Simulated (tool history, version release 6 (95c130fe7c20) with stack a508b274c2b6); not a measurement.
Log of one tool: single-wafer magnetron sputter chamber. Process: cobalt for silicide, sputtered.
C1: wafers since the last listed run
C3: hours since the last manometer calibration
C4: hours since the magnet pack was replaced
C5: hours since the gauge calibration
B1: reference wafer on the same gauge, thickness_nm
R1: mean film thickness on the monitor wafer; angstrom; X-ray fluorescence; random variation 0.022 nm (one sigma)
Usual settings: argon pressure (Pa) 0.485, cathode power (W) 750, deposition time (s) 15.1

{"run": 1, "hour": 0.0, "argon pressure (Pa)": 0.485, "cathode power (W)": 750, "deposition time (s)": 15.1, "C1": 0, "wafers on the sputter target": 3177, "C3": 1168.9, "C4": 10771.3, "C5": 749.3, "B1": 5.575, "R1": 54.16}
{"run": 2, "hour": 62.3, "argon pressure (Pa)": 0.485, "cathode power (W)": 750, "deposition time (s)": 15.1, "C1": 1585, "wafers on the sputter target": 4762, "C3": 1231.2, "C4": 10833.6, "C5": 811.6, "B1": 5.562, "R1": 54.18}
{"run": 3, "hour": 91.8, "argon pressure (Pa)": 0.485, "cathode power (W)": 750, "deposition time (s)": 15.1, "C1": 750, "wafers on the sputter target": 5512, "C3": 1260.7, "C4": 10863.1, "C5": 841.1, "B1": 5.557, "R1": 53.78}
{"hour": 122.6, "done": "sputter target and shields replaced"}
{"run": 4, "hour": 155.8, "argon pressure (Pa)": 0.485, "cathode power (W)": 750, "deposition time (s)": 15.1, "C1": 1424, "wafers on the sputter target": 843, "C3": 1324.7, "C4": 10927.1, "C5": 905.1, "B1": 5.541, "R1": 53.4}
{"run": 5, "hour": 183.7, "argon pressure (Pa)": 0.485, "cathode power (W)": 750, "deposition time (s)": 15.1, "C1": 709, "wafers on the sputter target": 1553, "C3": 1352.6, "C4": 10955.0, "C5": 933.0, "B1": 5.531, "R1": 53.83}
{"run": 6, "hour": 222.3, "argon pressure (Pa)": 0.485, "cathode power (W)": 750, "deposition time (s)": 15.1, "C1": 982, "wafers on the sputter target": 2535, "C3": 1391.2, "C4": 10993.6, "C5": 971.6, "B1": 5.53, "R1": 53.53}
{"run": 7, "hour": 269.8, "argon pressure (Pa)": 0.485, "cathode power (W)": 750, "deposition time (s)": 15.9, "C1": 1208, "wafers on the sputter target": 3744, "C3": 1438.7, "C4": 11041.1, "C5": 1019.1, "B1": 5.518, "R1": 56.79}
{"run": 8, "hour": 316.6, "argon pressure (Pa)": 0.485, "cathode power (W)": 750, "deposition time (s)": 15.1, "C1": 1190, "wafers on the sputter target": 4934, "C3": 1485.5, "C4": 11087.9, "C5": 1065.9, "B1": 5.514, "R1": 53.07}
{"run": 9, "hour": 363.7, "argon pressure (Pa)": 0.59, "cathode power (W)": 750, "deposition time (s)": 15.1, "C1": 1198, "wafers on the sputter target": 6133, "C3": 1532.6, "C4": 11135.0, "C5": 1113.0, "B1": 5.503, "R1": 51.77}
{"hour": 367.0, "done": "gauge calibrated"}
{"hour": 383.5, "done": "sputter target and shields replaced"}
{"run": 10, "hour": 433.6, "argon pressure (Pa)": 0.59, "cathode power (W)": 750, "deposition time (s)": 15.1, "C1": 1574, "wafers on the sputter target": 1273, "C3": 1602.5, "C4": 11204.9, "C5": 66.6, "B1": 5.676, "R1": 53.47}
{"run": 11, "hour": 500.6, "argon pressure (Pa)": 0.485, "cathode power (W)": 750, "deposition time (s)": 15.1, "C1": 1704, "wafers on the sputter target": 2978, "C3": 1669.5, "C4": 11271.9, "C5": 133.6, "B1": 5.668, "R1": 55.57}
{"run": 12, "hour": 552.6, "argon pressure (Pa)": 0.568, "cathode power (W)": 750, "deposition time (s)": 15.1, "C1": 1323, "wafers on the sputter target": 4301, "C3": 1721.5, "C4": 11323.9, "C5": 185.6, "B1": 5.657, "R1": 54.05}
{"run": 13, "hour": 616.4, "argon pressure (Pa)": 0.408, "cathode power (W)": 600, "deposition time (s)": 15.1, "C1": 1623, "wafers on the sputter target": 5924, "C3": 1785.3, "C4": 11387.7, "C5": 249.4, "B1": 5.644, "R1": 45.45}
{"hour": 644.4, "done": "sputter target and shields replaced"}
{"hour": 646.3, "done": "magnet pack replaced"}
{"run": 14, "hour": 646.8, "argon pressure (Pa)": 0.293, "cathode power (W)": 750, "deposition time (s)": 15.1, "C1": 520, "wafers on the sputter target": 12, "C3": 1815.7, "C4": 0.5, "C5": 279.8, "B1": 5.637, "R1": 57.74}
{"run": 15, "hour": 691.8, "argon pressure (Pa)": 0.485, "cathode power (W)": 750, "deposition time (s)": 17.7, "C1": 1144, "wafers on the sputter target": 1157, "C3": 1860.7, "C4": 45.5, "C5": 324.8, "B1": 5.635, "R1": 64.64}
{"run": 16, "hour": 727.3, "argon pressure (Pa)": 0.485, "cathode power (W)": 750, "deposition time (s)": 14.0, "C1": 903, "wafers on the sputter target": 2061, "C3": 1896.2, "C4": 81.0, "C5": 360.3, "B1": 5.627, "R1": 50.61}
{"run": 17, "hour": 767.0, "argon pressure (Pa)": 0.37, "cathode power (W)": 650, "deposition time (s)": 13.8, "C1": 1010, "wafers on the sputter target": 3071, "C3": 1935.9, "C4": 120.7, "C5": 400.0, "B1": 5.62, "R1": 44.87}
{"run": 18, "hour": 836.5, "argon pressure (Pa)": 0.402, "cathode power (W)": 800, "deposition time (s)": 17.3, "C1": 1768, "wafers on the sputter target": 4839, "C3": 2005.4, "C4": 190.2, "C5": 469.5, "B1": 5.605, "R1": 68.12}
{"hour": 863.9, "done": "capacitance manometer re-zeroed and calibrated"}
{"run": 19, "hour": 886.5, "argon pressure (Pa)": 0.297, "cathode power (W)": 900, "deposition time (s)": 13.8, "C1": 1068, "wafers on the sputter target": 5907, "C3": 22.6, "C4": 240.2, "C5": 519.5, "B1": 5.593, "R1": 62.25}
{"hour": 926.5, "done": "sputter target and shields replaced"}
{"run": 20, "hour": 928.9, "argon pressure (Pa)": 0.566, "cathode power (W)": 800, "deposition time (s)": 15.1, "C1": 875, "wafers on the sputter target": 61, "C3": 65.0, "C4": 282.6, "C5": 561.9, "B1": 5.589, "R1": 56.15}
{"run": 21, "hour": 987.0, "argon pressure (Pa)": 0.485, "cathode power (W)": 850, "deposition time (s)": 15.1, "C1": 1478, "wafers on the sputter target": 1539, "C3": 123.1, "C4": 340.7, "C5": 620.0, "B1": 5.575, "R1": 60.92}
{"run": 22, "hour": 1044.1, "argon pressure (Pa)": 0.485, "cathode power (W)": 750, "deposition time (s)": 15.1, "C1": 1452, "wafers on the sputter target": 2992, "C3": 180.2, "C4": 397.8, "C5": 677.1, "B1": 5.568, "R1": 54.08}
{"run": 23, "hour": 1076.2, "argon pressure (Pa)": 0.485, "cathode power (W)": 750, "deposition time (s)": 14.0, "C1": 816, "wafers on the sputter target": 3809, "C3": 212.3, "C4": 429.9, "C5": 709.2, "B1": 5.556, "R1": 49.96}
{"run": 24, "hour": 1101.1, "argon pressure (Pa)": 0.485, "cathode power (W)": 750, "deposition time (s)": 15.1, "C1": 633, "wafers on the sputter target": 4442, "C3": 237.2, "C4": 454.8, "C5": 734.1, "B1": 5.552, "R1": 54.09}
{"run": 25, "hour": 1144.1, "argon pressure (Pa)": 0.363, "cathode power (W)": 900, "deposition time (s)": 14.1, "C1": 1094, "wafers on the sputter target": 5536, "C3": 280.2, "C4": 497.8, "C5": 777.1, "B1": 5.544, "R1": 62.36}

4 ways to go on from here, each from the tool as it stands after run 25. What would each give?
{"run": "A", "hour": 1144.5, "argon pressure (Pa)": 0.485, "cathode power (W)": 750, "deposition time (s)": 15.1, "C1": 10, "wafers on the sputter target": 5547, "C3": 280.6, "C4": 498.2, "C5": 777.5, "B1": "?", "R1": "?"}
{"run": "B", "hour": 1144.5, "argon pressure (Pa)": 0.485, "cathode power (W)": 750, "deposition time (s)": 13.5, "C1": 10, "wafers on the sputter target": 5547, "C3": 280.6, "C4": 498.2, "C5": 777.5, "B1": "?", "R1": "?"}
{"run": "C", "hour": 1144.5, "argon pressure (Pa)": 0.373, "cathode power (W)": 750, "deposition time (s)": 16.4, "C1": 10, "wafers on the sputter target": 5547, "C3": 280.6, "C4": 498.2, "C5": 777.5, "B1": "?", "R1": "?"}
{"run": "D", "hour": 1144.5, "argon pressure (Pa)": 0.657, "cathode power (W)": 700, "deposition time (s)": 13.8, "C1": 10, "wafers on the sputter target": 5547, "C3": 280.6, "C4": 498.2, "C5": 777.5, "B1": "?", "R1": "?"}

run=A B1=5.553 R1=53.71
run=B B1=5.553 R1=48.02
run=C B1=5.553 R1=60.27
run=D B1=5.553 R1=43.78
Without the tool's hidden state the same runs would have given:
run=A R1=55.09
run=B R1=49.25
run=C R1=61.81
run=D R1=44.90
